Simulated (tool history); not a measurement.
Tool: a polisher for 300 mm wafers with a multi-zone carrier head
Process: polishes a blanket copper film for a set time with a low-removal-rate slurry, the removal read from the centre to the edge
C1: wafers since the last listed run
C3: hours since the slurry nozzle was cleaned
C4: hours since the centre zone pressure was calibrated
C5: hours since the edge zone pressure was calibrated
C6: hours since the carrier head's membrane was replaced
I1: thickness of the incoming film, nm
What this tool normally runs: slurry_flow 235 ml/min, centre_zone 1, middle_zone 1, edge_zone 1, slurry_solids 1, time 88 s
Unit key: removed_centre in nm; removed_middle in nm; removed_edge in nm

{"run": 1, "day": 0.0, "slurry_flow": 235, "centre_zone": 1, "middle_zone": 1, "edge_zone": 1, "slurry_solids": 1, "time": 88, "C1": 0, "wafers polished on this pad": 482, "C3": 11.1, "C4": 681.8, "C5": 104.2, "C6": 1441.3, "I1": 1554.4, "removed_centre": 196.6, "removed_middle": 197.5, "removed_edge": 194}
{"run": 2, "day": 0.271, "slurry_flow": 235, "centre_zone": 1, "middle_zone": 1, "edge_zone": 1, "slurry_solids": 1, "time": 88, "C1": 38, "wafers polished on this pad": 521, "C3": 17.6, "C4": 688.3, "C5": 110.7, "C6": 1447.8, "I1": 1559.6, "removed_centre": 199.1, "removed_middle": 197.9, "removed_edge": 197.3}
{"run": 3, "day": 0.762, "slurry_flow": 235, "centre_zone": 1.08, "middle_zone": 1, "edge_zone": 1, "slurry_solids": 1, "time": 88, "C1": 70, "wafers polished on this pad": 592, "C3": 29.4, "C4": 700.1, "C5": 122.5, "C6": 1459.6, "I1": 1587.9, "removed_centre": 213.3, "removed_middle": 199.2, "removed_edge": 198.8}
{"run": 4, "day": 1.104, "slurry_flow": 235, "centre_zone": 1, "middle_zone": 1, "edge_zone": 1, "slurry_solids": 1, "time": 88, "C1": 49, "wafers polished on this pad": 641, "C3": 37.6, "C4": 708.3, "C5": 130.7, "C6": 1467.8, "I1": 1574.6, "removed_centre": 197.4, "removed_middle": 197.7, "removed_edge": 195.9}
{"run": 5, "day": 1.567, "slurry_flow": 210, "centre_zone": 1, "middle_zone": 1, "edge_zone": 1, "slurry_solids": 1, "time": 88, "C1": 66, "wafers polished on this pad": 707, "C3": 48.7, "C4": 719.4, "C5": 141.8, "C6": 1478.9, "I1": 1564.3, "removed_centre": 197.1, "removed_middle": 196, "removed_edge": 197.5}
{"run": 6, "day": 1.9, "slurry_flow": 295, "centre_zone": 1, "middle_zone": 1, "edge_zone": 1.09, "slurry_solids": 0.8, "time": 88, "C1": 47, "wafers polished on this pad": 755, "C3": 56.7, "C4": 727.4, "C5": 149.8, "C6": 1486.9, "I1": 1600.9, "removed_centre": 186.2, "removed_middle": 190.6, "removed_edge": 195.1}
{"run": 7, "day": 2.604, "slurry_flow": 190, "centre_zone": 0.94, "middle_zone": 1, "edge_zone": 1, "slurry_solids": 1, "time": 99, "C1": 101, "wafers polished on this pad": 856, "C3": 73.6, "C4": 744.3, "C5": 166.7, "C6": 1503.8, "I1": 1586, "removed_centre": 202.6, "removed_middle": 219.9, "removed_edge": 217.9}
{"run": 8, "day": 3.179, "slurry_flow": 235, "centre_zone": 1, "middle_zone": 1, "edge_zone": 1, "slurry_solids": 0.85, "time": 88, "C1": 82, "wafers polished on this pad": 939, "C3": 87.4, "C4": 758.1, "C5": 180.5, "C6": 1517.6, "I1": 1595.2, "removed_centre": 187.1, "removed_middle": 188.8, "removed_edge": 188.2}
{"run": 9, "day": 3.558, "slurry_flow": 235, "centre_zone": 1, "middle_zone": 1, "edge_zone": 1.07, "slurry_solids": 1.15, "time": 88, "C1": 54, "wafers polished on this pad": 994, "C3": 96.5, "C4": 767.2, "C5": 189.6, "C6": 1526.7, "I1": 1568.4, "removed_centre": 205.3, "removed_middle": 208.3, "removed_edge": 210.7}
{"run": 10, "day": 4.296, "slurry_flow": 235, "centre_zone": 1, "middle_zone": 1.1, "edge_zone": 1, "slurry_solids": 1, "time": 88, "C1": 106, "wafers polished on this pad": 1100, "C3": 114.2, "C4": 784.9, "C5": 207.3, "C6": 1544.4, "I1": 1598.2, "removed_centre": 196.2, "removed_middle": 205.2, "removed_edge": 192.6}
{"run": 11, "day": 4.625, "slurry_flow": 180, "centre_zone": 1, "middle_zone": 1, "edge_zone": 0.89, "slurry_solids": 1.2, "time": 61, "C1": 47, "wafers polished on this pad": 1147, "C3": 122.1, "C4": 792.8, "C5": 215.2, "C6": 1552.3, "I1": 1574, "removed_centre": 141, "removed_middle": 141.9, "removed_edge": 131.1}
{"day": 4.954, "done": "centre zone pressure recalibrated"}
{"day": 5.083, "done": "worn pad replaced by a new one"}
{"run": 12, "day": 5.104, "slurry_flow": 235, "centre_zone": 1, "middle_zone": 1, "edge_zone": 1, "slurry_solids": 1, "time": 88, "C1": 38, "wafers polished on this pad": 2, "C3": 133.6, "C4": 3.6, "C5": 226.7, "C6": 1563.8, "I1": 1566.5, "removed_centre": 197.1, "removed_middle": 194.5, "removed_edge": 196.7}
{"day": 5.638, "done": "carrier head's membrane replaced by a new one"}
{"run": 13, "day": 6.808, "slurry_flow": 280, "centre_zone": 1.09, "middle_zone": 1, "edge_zone": 0.97, "slurry_solids": 0.75, "time": 88, "C1": 215, "wafers polished on this pad": 217, "C3": 174.5, "C4": 44.5, "C5": 267.6, "C6": 28.1, "I1": 1596.7, "removed_centre": 203.3, "removed_middle": 184.2, "removed_edge": 180.2}
{"run": 14, "day": 7.5, "slurry_flow": 235, "centre_zone": 1.12, "middle_zone": 1, "edge_zone": 1, "slurry_solids": 1, "time": 103, "C1": 99, "wafers polished on this pad": 317, "C3": 191.1, "C4": 61.1, "C5": 284.2, "C6": 44.7, "I1": 1602.4, "removed_centre": 258.7, "removed_middle": 228.5, "removed_edge": 231.8}
{"run": 15, "day": 8.212, "slurry_flow": 235, "centre_zone": 1, "middle_zone": 1, "edge_zone": 1, "slurry_solids": 1, "time": 88, "C1": 102, "wafers polished on this pad": 419, "C3": 208.2, "C4": 78.2, "C5": 301.3, "C6": 61.8, "I1": 1593.5, "removed_centre": 196.6, "removed_middle": 192.1, "removed_edge": 197.1}
{"run": 16, "day": 8.612, "slurry_flow": 165, "centre_zone": 0.96, "middle_zone": 1, "edge_zone": 1, "slurry_solids": 1.1, "time": 88, "C1": 57, "wafers polished on this pad": 477, "C3": 217.8, "C4": 87.8, "C5": 310.9, "C6": 71.4, "I1": 1543.3, "removed_centre": 189.7, "removed_middle": 194.2, "removed_edge": 201.5}
{"run": 17, "day": 9.225, "slurry_flow": 235, "centre_zone": 1, "middle_zone": 1, "edge_zone": 1.07, "slurry_solids": 0.75, "time": 62, "C1": 88, "wafers polished on this pad": 565, "C3": 232.5, "C4": 102.5, "C5": 325.6, "C6": 86.1, "I1": 1578.5, "removed_centre": 128.4, "removed_middle": 128.5, "removed_edge": 132.9}
{"run": 18, "day": 9.492, "slurry_flow": 235, "centre_zone": 1, "middle_zone": 1, "edge_zone": 1, "slurry_solids": 1, "time": 88, "C1": 38, "wafers polished on this pad": 603, "C3": 238.9, "C4": 108.9, "C5": 332, "C6": 92.5, "I1": 1574.5, "removed_centre": 197.2, "removed_middle": 198.2, "removed_edge": 191.7}
{"run": 19, "day": 10.158, "slurry_flow": 235, "centre_zone": 0.96, "middle_zone": 1, "edge_zone": 0.96, "slurry_solids": 1, "time": 88, "C1": 95, "wafers polished on this pad": 699, "C3": 254.9, "C4": 124.9, "C5": 348, "C6": 108.5, "I1": 1584.2, "removed_centre": 187.6, "removed_middle": 199.4, "removed_edge": 190.6}
{"run": 20, "day": 10.75, "slurry_flow": 275, "centre_zone": 0.88, "middle_zone": 1, "edge_zone": 1.03, "slurry_solids": 1, "time": 88, "C1": 85, "wafers polished on this pad": 784, "C3": 269.1, "C4": 139.1, "C5": 362.2, "C6": 122.7, "I1": 1582.9, "removed_centre": 175.3, "removed_middle": 199.8, "removed_edge": 200.6}
{"run": 21, "day": 11.15, "slurry_flow": 235, "centre_zone": 1, "middle_zone": 0.91, "edge_zone": 1, "slurry_solids": 1, "time": 70, "C1": 57, "wafers polished on this pad": 841, "C3": 278.7, "C4": 148.7, "C5": 371.8, "C6": 132.3, "I1": 1552.7, "removed_centre": 156.4, "removed_middle": 149.9, "removed_edge": 155.6}

Hidden state, per run?
removal rate lost through wear of the pad, %: 0 across all the runs
slurry flow missing at the pad, %: 0 across all the runs
deviation of the centre zone's pressure from its setpoint, %: 0 across all the runs
deviation of the edge zone's pressure from its setpoint, %: 0 across all the runs
